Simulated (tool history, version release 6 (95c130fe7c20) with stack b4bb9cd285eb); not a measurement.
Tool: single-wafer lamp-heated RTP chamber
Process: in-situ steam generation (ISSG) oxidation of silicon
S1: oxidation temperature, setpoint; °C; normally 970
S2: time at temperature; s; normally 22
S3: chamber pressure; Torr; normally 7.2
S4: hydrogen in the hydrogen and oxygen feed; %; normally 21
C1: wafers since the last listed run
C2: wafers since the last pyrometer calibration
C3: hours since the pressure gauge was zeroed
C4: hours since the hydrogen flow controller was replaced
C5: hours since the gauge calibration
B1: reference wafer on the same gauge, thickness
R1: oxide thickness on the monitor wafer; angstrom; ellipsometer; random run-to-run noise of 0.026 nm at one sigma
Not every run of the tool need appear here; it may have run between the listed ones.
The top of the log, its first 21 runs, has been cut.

| run | hour | S1 | S2 | S3 | S4 | C1 | C2 | C3 | C4 | C5 | B1 | R1 |
|---|---|---|---|---|---|---|---|---|---|---|---|---|
| 22 | 582.3 | 970 | 22 | 7.2 | 21 | 347 | 354 | 321.8 | 193.5 | 580.7 | 5.482 | 50.26 |
| 23 | 611.5 | 989 | 15 | 7.2 | 28 | 368 | 722 | 351.0 | 222.7 | 609.9 | 5.480 | 49.07 |
| 24 | 642.8 | 970 | 22 | 7.2 | 21 | 394 | 1117 | 382.3 | 254.0 | 641.2 | 5.481 | 50.38 |
| 25 | 678.8 | 953 | 17 | 7.2 | 21 | 453 | 1570 | 418.3 | 290.0 | 677.2 | 5.478 | 43.03 |
| 26 | 709.2 | 970 | 22 | 7.2 | 11 | 383 | 1954 | 448.7 | 320.4 | 707.6 | 5.474 | 43.39 |
|  | 716.0 | gauge calibrated |
| 27 | 744.9 | 970 | 22 | 7.2 | 25 | 449 | 2403 | 484.4 | 356.1 | 28.9 | 5.483 | 52.99 |
| 28 | 769.8 | 959 | 25 | 7.2 | 27 | 313 | 2717 | 509.3 | 381.0 | 53.8 | 5.478 | 54.30 |
| 29 | 789.6 | 977 | 22 | 7.2 | 21 | 249 | 2967 | 529.1 | 400.8 | 73.6 | 5.483 | 51.71 |
| 30 | 821.0 | 962 | 22 | 7.2 | 21 | 395 | 3363 | 560.5 | 432.2 | 105.0 | 5.478 | 49.05 |

Here are 5 independent what-if runs from the current tool condition. What would each one return?
| A | 821.4 | 970 | 22 | 7.2 | 21 | 5 | 3368 | 560.9 | 432.6 | 105.4 | ? | ? |
| B | 821.4 | 970 | 17 | 7.2 | 18 | 5 | 3368 | 560.9 | 432.6 | 105.4 | ? | ? |
| C | 821.4 | 953 | 28 | 8.4 | 17 | 5 | 3368 | 560.9 | 432.6 | 105.4 | ? | ? |
| D | 821.4 | 990 | 14 | 6.9 | 26 | 5 | 3368 | 560.9 | 432.6 | 105.4 | ? | ? |
| E | 821.4 | 977 | 22 | 7.2 | 17 | 5 | 3368 | 560.9 | 432.6 | 105.4 | ? | ? |

| run | B1 | R1 |
|---|---|---|
| A | 5.482 | 50.64 |
| B | 5.482 | 43.70 |
| C | 5.482 | 50.81 |
| D | 5.482 | 47.18 |
| E | 5.482 | 49.42 |
Stripped of hidden state, with their random variation kept, the same runs would have yielded:
| run | R1 |
|---|---|
| A | 50.64 |
| B | 43.70 |
| C | 50.81 |
| D | 47.18 |
| E | 49.42 |
